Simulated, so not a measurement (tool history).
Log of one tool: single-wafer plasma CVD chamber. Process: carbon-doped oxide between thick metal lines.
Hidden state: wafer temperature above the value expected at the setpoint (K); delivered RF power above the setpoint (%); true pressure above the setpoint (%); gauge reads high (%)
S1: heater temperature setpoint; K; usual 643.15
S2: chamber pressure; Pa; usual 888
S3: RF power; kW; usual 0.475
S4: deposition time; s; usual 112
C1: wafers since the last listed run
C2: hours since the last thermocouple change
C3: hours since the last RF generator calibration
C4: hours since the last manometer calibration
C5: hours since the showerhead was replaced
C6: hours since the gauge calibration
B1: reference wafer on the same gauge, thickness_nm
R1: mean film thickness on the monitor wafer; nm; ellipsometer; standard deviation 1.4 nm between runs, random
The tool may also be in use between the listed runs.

Run 1, hour 0.0: usual settings but S1 651.15 K; C1 0; C2 2039.8; C3 1352.1; C4 2517.9; C5 7618.0; C6 428.1; B1 611.526. Result: R1 511.596 nm.
At hour 24.9: thermocouple changed; heater temperature recalibrated.
Run 2, hour 48.4: usual settings but S4 128 s; C1 387; C2 23.5; C3 1400.5; C4 2566.3; C5 7666.4; C6 476.5; B1 611.889. Result: R1 590.531 nm.
Run 3, hour 55.6: usual settings but S4 128 s; C1 68; C2 30.7; C3 1407.7; C4 2573.5; C5 7673.6; C6 483.7; B1 612.007. Result: R1 595.556 nm.
Run 4, hour 64.0: usual settings but S4 128 s; C1 80; C2 39.1; C3 1416.1; C4 2581.9; C5 7682.0; C6 492.1; B1 611.805. Result: R1 593.847 nm.
Run 5, hour 80.3: usual settings but S4 117 s; C1 156; C2 55.4; C3 1432.4; C4 2598.2; C5 7698.3; C6 508.4; B1 612.219. Result: R1 542.225 nm.
At hour 88.3: capacitance manometer re-zeroed and calibrated.
At hour 92.3: RF generator calibrated.
Run 6, hour 92.8: usual settings but S4 117 s; C1 4; C2 67.9; C3 0.5; C4 4.5; C5 7710.8; C6 520.9; B1 612.079. Result: R1 560.492 nm.
Run 7, hour 98.0: usual settings; C1 49; C2 73.1; C3 5.7; C4 9.7; C5 7716.0; C6 526.1; B1 611.828. Result: R1 539.669 nm.
Run 8, hour 105.5: usual settings; C1 71; C2 80.6; C3 13.2; C4 17.2; C5 7723.5; C6 533.6; B1 612.135. Result: R1 535.905 nm.
Run 9, hour 116.2: usual settings but S3 0.445 kW; C1 102; C2 91.3; C3 23.9; C4 27.9; C5 7734.2; C6 544.3; B1 612.564. Result: R1 519.980 nm.
Run 10, hour 129.7: usual settings but S2 761 Pa; C1 129; C2 104.8; C3 37.4; C4 41.4; C5 7747.7; C6 557.8; B1 611.823. Result: R1 532.352 nm.
At hour 132.7: gauge calibrated.
Run 11, hour 136.1: usual settings but S1 632.15 K, S2 820 Pa, S3 0.530 kW, S4 132 s; C1 61; C2 111.2; C3 43.8; C4 47.8; C5 7754.1; C6 3.4; B1 612.313. Result: R1 683.693 nm.
Run 12, hour 148.1: usual settings but S1 640.15 K; C1 114; C2 123.2; C3 55.8; C4 59.8; C5 7766.1; C6 15.4; B1 611.961. Result: R1 542.539 nm.
Run 13, hour 158.1: usual settings but S2 836 Pa; C1 95; C2 133.2; C3 65.8; C4 69.8; C5 7776.1; C6 25.4; B1 611.969. Result: R1 536.812 nm.
At hour 177.8: showerhead replaced.
Run 14, hour 178.3: usual settings but S4 128 s; C1 116; C2 153.4; C3 86.0; C4 90.0; C5 0.5; C6 45.6; B1 611.720. Result: R1 617.621 nm.
Run 15, hour 187.4: usual settings but S3 0.510 kW, S4 102 s; C1 87; C2 162.5; C3 95.1; C4 99.1; C5 9.6; C6 54.7; B1 612.036. Result: R1 512.063 nm.
Run 16, hour 202.2: usual settings but S1 648.15 K; C1 141; C2 177.3; C3 109.9; C4 113.9; C5 24.4; C6 69.5; B1 612.379. Result: R1 535.585 nm.
Run 17, hour 215.4: usual settings; C1 126; C2 190.5; C3 123.1; C4 127.1; C5 37.6; C6 82.7; B1 612.203. Result: R1 542.865 nm.
Run 18, hour 227.3: usual settings but S1 655.15 K, S2 1092 Pa; C1 114; C2 202.4; C3 135.0; C4 139.0; C5 49.5; C6 94.6; B1 612.035. Result: R1 536.761 nm.
Run 19, hour 242.5: usual settings but S2 1047 Pa; C1 145; C2 217.6; C3 150.2; C4 154.2; C5 64.7; C6 109.8; B1 612.547. Result: R1 543.877 nm.
Run 20, hour 255.9: usual settings but S1 649.15 K, S2 681 Pa; C1 128; C2 231.0; C3 163.6; C4 167.6; C5 78.1; C6 123.2; B1 612.130. Result: R1 520.162 nm.
Run 21, hour 270.8: usual settings but S1 634.15 K, S2 792 Pa, S3 0.445 kW, S4 133 s; C1 142; C2 245.9; C3 178.5; C4 182.5; C5 93.0; C6 138.1; B1 612.058. Result: R1 621.864 nm.
Run 22, hour 280.9: usual settings but S3 0.510 kW; C1 96; C2 256.0; C3 188.6; C4 192.6; C5 103.1; C6 148.2; B1 612.114. Result: R1 559.213 nm.
Run 23, hour 291.4: usual settings but S1 630.15 K, S2 731 Pa, S3 0.565 kW, S4 102 s; C1 100; C2 266.5; C3 199.1; C4 203.1; C5 113.6; C6 158.7; B1 611.923. Result: R1 542.757 nm.
Run 24, hour 307.7: usual settings but S1 629.15 K, S3 0.445 kW; C1 156; C2 282.8; C3 215.4; C4 219.4; C5 129.9; C6 175.0; B1 612.123. Result: R1 533.798 nm.
Run 25, hour 319.6: usual settings but S1 656.15 K, S3 0.510 kW, S4 97 s; C1 114; C2 294.7; C3 227.3; C4 231.3; C5 141.8; C6 186.9; B1 611.682. Result: R1 475.148 nm.
Run 26, hour 334.5: usual settings; C1 142; C2 309.6; C3 242.2; C4 246.2; C5 156.7; C6 201.8; B1 611.837. Result: R1 537.899 nm.
Run 27, hour 349.9: usual settings; C1 147; C2 325.0; C3 257.6; C4 261.6; C5 172.1; C6 217.2; B1 611.812. Result: R1 539.160 nm.

Consider 5 possible next runs. They are alternatives, not a sequence: every one starts from the tool as it was left by run 27. What does each give?
Run A, hour 350.3: usual settings but S3 0.410 kW; C1 3; C2 325.4; C3 258.0; C4 262.0; C5 172.5; C6 217.6; B1 ?. Result: R1 ?.
Run B, hour 350.3: usual settings but S1 638.15 K, S2 829 Pa, S3 0.435 kW, S4 92 s; C1 3; C2 325.4; C3 258.0; C4 262.0; C5 172.5; C6 217.6; B1 ?. Result: R1 ?.
Run C, hour 350.3: usual settings but S1 638.15 K, S3 0.525 kW, S4 118 s; C1 3; C2 325.4; C3 258.0; C4 262.0; C5 172.5; C6 217.6; B1 ?. Result: R1 ?.
Run D, hour 350.3: usual settings but S2 672 Pa, S4 134 s; C1 3; C2 325.4; C3 258.0; C4 262.0; C5 172.5; C6 217.6; B1 ?. Result: R1 ?.
Run E, hour 350.3: usual settings but S3 0.440 kW; C1 3; C2 325.4; C3 258.0; C4 262.0; C5 172.5; C6 217.6; B1 ?. Result: R1 ?.

run       B1       R1
  A  612.156  495.737
  B  612.156  423.912
  C  612.156  604.819
  D  612.156  627.685
  E  612.156  517.059
The same runs, with their run-to-run variation unchanged, on a tool lacking any hidden condition would have given:
run       R1
  A  498.958
  B  426.666
  C  608.131
  D  631.198
  E  520.418
